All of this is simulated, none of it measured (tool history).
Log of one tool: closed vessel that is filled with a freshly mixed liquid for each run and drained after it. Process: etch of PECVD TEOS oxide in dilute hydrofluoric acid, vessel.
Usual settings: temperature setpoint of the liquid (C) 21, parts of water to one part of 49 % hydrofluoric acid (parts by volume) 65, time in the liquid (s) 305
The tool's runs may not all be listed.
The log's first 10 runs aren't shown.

run,hour,temperature setpoint of the liquid (C),parts of water to one part of 49 % hydrofluoric acid (parts by volume),time in the liquid (s),wafers since the last listed run,hours since the thermometer was replaced,hours since the hydrofluoric acid flow meter was replaced,hours since the gauge calibration,"read-back film thickness of the PECVD TEOS oxide reference wafer, read on the same gauge (nm)",thickness taken off the PECVD TEOS oxide on a monitor wafer (angstrom)
# hour 872.9: gauge calibrated
11,894.5,24.5,65,305,6785,2614.8,1411.3,21.6,69.99,703.4
12,968.2,24.5,65,305,5459,2688.5,1485,95.3,70.01,700.1
13,1033.9,21,65,305,4866,2754.2,1550.7,161,69.98,608.1
14,1132.1,21,65,305,7274,2852.4,1648.9,259.2,69.99,608.5
# hour 1388.1: thermometer replaced
15,1438.3,21,65,305,22608,50.2,1955.1,565.4,69.99,637.5
16,1544.5,21,50,180,7867,156.4,2061.3,671.6,69.97,499.7
17,1594.5,21,80,485,3703,206.4,2111.3,721.6,70.02,816.5
18,1656.4,21,45,305,4585,268.3,2173.2,783.5,70,942.2
19,1701.9,23,45,230,3370,313.8,2218.7,829,70.02,776.8
20,1769.1,21,55,360,4978,381,2285.9,896.2,69.99,898
21,1843.2,21,65,305,5489,455.1,2360,970.3,70.01,639.1
# hour 1912.6: hydrofluoric acid flow meter replaced
22,1938.6,19.5,55,485,6993,550.5,26,1065.7,69.97,1089.3
23,2030,25,40,435,6770,641.9,117.4,1157.1,69.95,1737.5
24,2090.8,18,35,305,4504,702.7,178.2,1217.9,69.95,1034.1
25,2148.2,21,65,400,4252,760.1,235.6,1275.3,70,802.2
26,2234.9,19.5,85,205,6422,846.8,322.3,1362,70.01,288.3
27,2330.3,25.5,65,305,7067,942.2,417.7,1457.4,69.93,738.4
28,2368.1,25,35,430,2800,980,455.5,1495.2,69.97,1965.8
29,2445.8,22.5,45,120,5755,1057.7,533.2,1572.9,70,378.6
30,2484.6,21,65,305,2874,1096.5,572,1611.7,70.03,613.4
31,2559.5,17,65,160,5548,1171.4,646.9,1686.6,69.99,271.4
32,2637.7,21,65,305,5792,1249.6,725.1,1764.8,70.03,614.6

4 ways to go on from here, each from the tool as it stands after run 32. What would each give?
A,2638.4,21,65,305,51,1250.3,725.8,1765.5,?,?
B,2638.4,21,65,175,51,1250.3,725.8,1765.5,?,?
C,2638.4,21,90,305,51,1250.3,725.8,1765.5,?,?
D,2638.4,18,85,440,51,1250.3,725.8,1765.5,?,?

run,"read-back film thickness of the PECVD TEOS oxide reference wafer, read on the same gauge (nm)",thickness taken off the PECVD TEOS oxide on a monitor wafer (angstrom)
A,70,612.6
B,70,351.5
C,70,429.8
D,70,582.4
Without the tool's hidden state the same runs would have given:
run,thickness taken off the PECVD TEOS oxide on a monitor wafer (angstrom)
A,615
B,352.8
C,431.2
D,584.7

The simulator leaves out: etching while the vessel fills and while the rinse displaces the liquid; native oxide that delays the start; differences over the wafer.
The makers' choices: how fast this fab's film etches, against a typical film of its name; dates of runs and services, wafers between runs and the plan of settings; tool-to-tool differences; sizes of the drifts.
